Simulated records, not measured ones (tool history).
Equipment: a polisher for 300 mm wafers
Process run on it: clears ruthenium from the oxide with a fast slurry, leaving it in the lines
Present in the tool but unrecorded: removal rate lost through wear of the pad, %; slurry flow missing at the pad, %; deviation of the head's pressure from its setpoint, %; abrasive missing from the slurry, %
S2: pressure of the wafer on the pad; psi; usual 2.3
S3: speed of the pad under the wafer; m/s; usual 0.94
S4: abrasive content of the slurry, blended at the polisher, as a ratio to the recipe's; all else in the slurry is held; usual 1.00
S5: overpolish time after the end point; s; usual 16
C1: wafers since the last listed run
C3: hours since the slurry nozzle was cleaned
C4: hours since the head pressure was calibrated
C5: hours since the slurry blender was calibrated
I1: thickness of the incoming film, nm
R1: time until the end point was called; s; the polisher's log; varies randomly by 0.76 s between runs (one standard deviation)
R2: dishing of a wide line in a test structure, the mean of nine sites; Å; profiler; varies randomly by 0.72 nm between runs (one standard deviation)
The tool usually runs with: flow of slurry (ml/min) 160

{"run": 1, "hour": 0.0, "flow of slurry (ml/min)": 160, "S2": 2.3, "S3": 0.94, "S4": 1.0, "S5": 16, "C1": 0, "wafers polished on this pad": 1055, "C3": 312.1, "C4": 603.7, "C5": 35.0, "I1": 120.9, "R1": 42.6, "R2": 388}
{"hour": 28.8, "done": "slurry nozzle cleaned"}
{"run": 2, "hour": 37.3, "flow of slurry (ml/min)": 160, "S2": 2.3, "S3": 0.94, "S4": 1.0, "S5": 16, "C1": 360, "wafers polished on this pad": 1415, "C3": 8.5, "C4": 641.0, "C5": 72.3, "I1": 120.3, "R1": 40.8, "R2": 386}
{"run": 3, "hour": 125.2, "flow of slurry (ml/min)": 160, "S2": 2.3, "S3": 0.94, "S4": 1.0, "S5": 9, "C1": 872, "wafers polished on this pad": 2288, "C3": 96.4, "C4": 728.9, "C5": 160.2, "I1": 118.8, "R1": 40.4, "R2": 237}
{"run": 4, "hour": 174.6, "flow of slurry (ml/min)": 160, "S2": 2.3, "S3": 0.94, "S4": 1.0, "S5": 9, "C1": 490, "wafers polished on this pad": 2778, "C3": 145.8, "C4": 778.3, "C5": 209.6, "I1": 118.1, "R1": 39.8, "R2": 238}
{"hour": 197.1, "done": "worn pad replaced by a new one"}
{"hour": 209.2, "done": "slurry blender recalibrated"}
{"hour": 325.8, "done": "slurry nozzle cleaned"}
{"run": 5, "hour": 403.4, "flow of slurry (ml/min)": 160, "S2": 2.3, "S3": 0.94, "S4": 1.0, "S5": 16, "C1": 2201, "wafers polished on this pad": 2017, "C3": 77.6, "C4": 1007.1, "C5": 194.2, "I1": 121.0, "R1": 42.1, "R2": 384}
{"hour": 447.1, "done": "worn pad replaced by a new one"}
{"hour": 462.7, "done": "head pressure recalibrated"}
{"run": 6, "hour": 476.2, "flow of slurry (ml/min)": 160, "S2": 2.3, "S3": 0.94, "S4": 1.0, "S5": 16, "C1": 662, "wafers polished on this pad": 269, "C3": 150.4, "C4": 13.5, "C5": 267.0, "I1": 118.7, "R1": 41.0, "R2": 393}
{"hour": 506.1, "done": "slurry blender recalibrated"}
{"run": 7, "hour": 573.0, "flow of slurry (ml/min)": 160, "S2": 2.3, "S3": 0.94, "S4": 1.0, "S5": 16, "C1": 940, "wafers polished on this pad": 1210, "C3": 247.2, "C4": 110.3, "C5": 66.9, "I1": 118.8, "R1": 40.3, "R2": 396}
{"hour": 641.2, "done": "slurry nozzle cleaned"}
{"run": 8, "hour": 668.6, "flow of slurry (ml/min)": 160, "S2": 2.3, "S3": 0.94, "S4": 1.0, "S5": 16, "C1": 938, "wafers polished on this pad": 2149, "C3": 27.4, "C4": 205.9, "C5": 162.5, "I1": 119.7, "R1": 40.7, "R2": 398}
{"hour": 728.8, "done": "worn pad replaced by a new one"}
{"run": 9, "hour": 730.0, "flow of slurry (ml/min)": 160, "S2": 2.3, "S3": 0.94, "S4": 1.0, "S5": 16, "C1": 569, "wafers polished on this pad": 12, "C3": 88.8, "C4": 267.3, "C5": 223.9, "I1": 119.9, "R1": 41.3, "R2": 407}
{"hour": 750.0, "done": "slurry blender recalibrated"}
{"run": 10, "hour": 806.9, "flow of slurry (ml/min)": 130, "S2": 2.3, "S3": 0.94, "S4": 1.0, "S5": 16, "C1": 743, "wafers polished on this pad": 755, "C3": 165.7, "C4": 344.2, "C5": 56.9, "I1": 120.1, "R1": 41.5, "R2": 378}
{"run": 11, "hour": 886.5, "flow of slurry (ml/min)": 160, "S2": 2.3, "S3": 0.94, "S4": 1.0, "S5": 16, "C1": 790, "wafers polished on this pad": 1545, "C3": 245.3, "C4": 423.8, "C5": 136.5, "I1": 120.1, "R1": 41.5, "R2": 397}
{"hour": 945.3, "done": "slurry nozzle cleaned"}
{"run": 12, "hour": 955.6, "flow of slurry (ml/min)": 160, "S2": 1.7, "S3": 0.94, "S4": 0.75, "S5": 16, "C1": 675, "wafers polished on this pad": 2221, "C3": 10.3, "C4": 492.9, "C5": 205.6, "I1": 118.9, "R1": 58.4, "R2": 288}
{"hour": 1004.8, "done": "worn pad replaced by a new one"}
{"run": 13, "hour": 1009.9, "flow of slurry (ml/min)": 160, "S2": 2.6, "S3": 1.16, "S4": 0.8, "S5": 10, "C1": 499, "wafers polished on this pad": 50, "C3": 64.6, "C4": 547.2, "C5": 259.9, "I1": 119.7, "R1": 32.9, "R2": 317}
{"hour": 1024.6, "done": "slurry blender recalibrated"}
{"run": 14, "hour": 1067.6, "flow of slurry (ml/min)": 120, "S2": 2.3, "S3": 0.68, "S4": 1.0, "S5": 16, "C1": 552, "wafers polished on this pad": 603, "C3": 122.3, "C4": 604.9, "C5": 43.0, "I1": 121.3, "R1": 59.8, "R2": 289}
{"run": 15, "hour": 1143.0, "flow of slurry (ml/min)": 130, "S2": 2.3, "S3": 0.94, "S4": 1.0, "S5": 16, "C1": 748, "wafers polished on this pad": 1351, "C3": 197.7, "C4": 680.3, "C5": 118.4, "I1": 121.3, "R1": 43.7, "R2": 380}
{"run": 16, "hour": 1194.1, "flow of slurry (ml/min)": 120, "S2": 2.7, "S3": 0.94, "S4": 1.3, "S5": 16, "C1": 507, "wafers polished on this pad": 1858, "C3": 248.8, "C4": 731.4, "C5": 169.5, "I1": 119.5, "R1": 35.5, "R2": 456}
{"hour": 1251.2, "done": "slurry nozzle cleaned"}
{"hour": 1258.7, "done": "worn pad replaced by a new one"}
{"run": 17, "hour": 1278.3, "flow of slurry (ml/min)": 160, "S2": 2.3, "S3": 0.68, "S4": 1.0, "S5": 16, "C1": 786, "wafers polished on this pad": 194, "C3": 27.1, "C4": 815.6, "C5": 253.7, "I1": 119.7, "R1": 58.7, "R2": 286}
{"hour": 1318.2, "done": "slurry blender recalibrated"}
{"run": 18, "hour": 1350.5, "flow of slurry (ml/min)": 160, "S2": 2.3, "S3": 0.94, "S4": 1.0, "S5": 16, "C1": 696, "wafers polished on this pad": 891, "C3": 99.3, "C4": 887.8, "C5": 32.3, "I1": 119.0, "R1": 40.5, "R2": 396}

Below are 5 alternative next runs, each starting from the tool's condition after run 18. Predict each:
{"run": "A", "hour": 1350.9, "flow of slurry (ml/min)": 160, "S2": 2.3, "S3": 0.94, "S4": 1.0, "S5": 21, "C1": 3, "wafers polished on this pad": 895, "C3": 99.7, "C4": 888.2, "C5": 32.7, "I1": 120.4, "R1": "?", "R2": "?"}
{"run": "B", "hour": 1350.9, "flow of slurry (ml/min)": 160, "S2": 2.5, "S3": 0.94, "S4": 1.0, "S5": 16, "C1": 3, "wafers polished on this pad": 895, "C3": 99.7, "C4": 888.2, "C5": 32.7, "I1": 120.4, "R1": "?", "R2": "?"}
{"run": "C", "hour": 1350.9, "flow of slurry (ml/min)": 160, "S2": 2.3, "S3": 0.94, "S4": 1.25, "S5": 16, "C1": 3, "wafers polished on this pad": 895, "C3": 99.7, "C4": 888.2, "C5": 32.7, "I1": 120.4, "R1": "?", "R2": "?"}
{"run": "D", "hour": 1350.9, "flow of slurry (ml/min)": 160, "S2": 2.3, "S3": 1.2, "S4": 1.3, "S5": 16, "C1": 3, "wafers polished on this pad": 895, "C3": 99.7, "C4": 888.2, "C5": 32.7, "I1": 120.4, "R1": "?", "R2": "?"}
{"run": "E", "hour": 1350.9, "flow of slurry (ml/min)": 195, "S2": 1.6, "S3": 1.2, "S4": 1.0, "S5": 16, "C1": 3, "wafers polished on this pad": 895, "C3": 99.7, "C4": 888.2, "C5": 32.7, "I1": 120.4, "R1": "?", "R2": "?"}

run=A R1=41.6 R2=495
run=B R1=38.9 R2=415
run=C R1=38.5 R2=419
run=D R1=29.8 R2=521
run=E R1=41.9 R2=389
With no hidden state in the tool, these same runs would have given:
run=A R1=41.6 R2=495
run=B R1=38.9 R2=415
run=C R1=38.5 R2=419
run=D R1=29.8 R2=521
run=E R1=41.9 R2=389
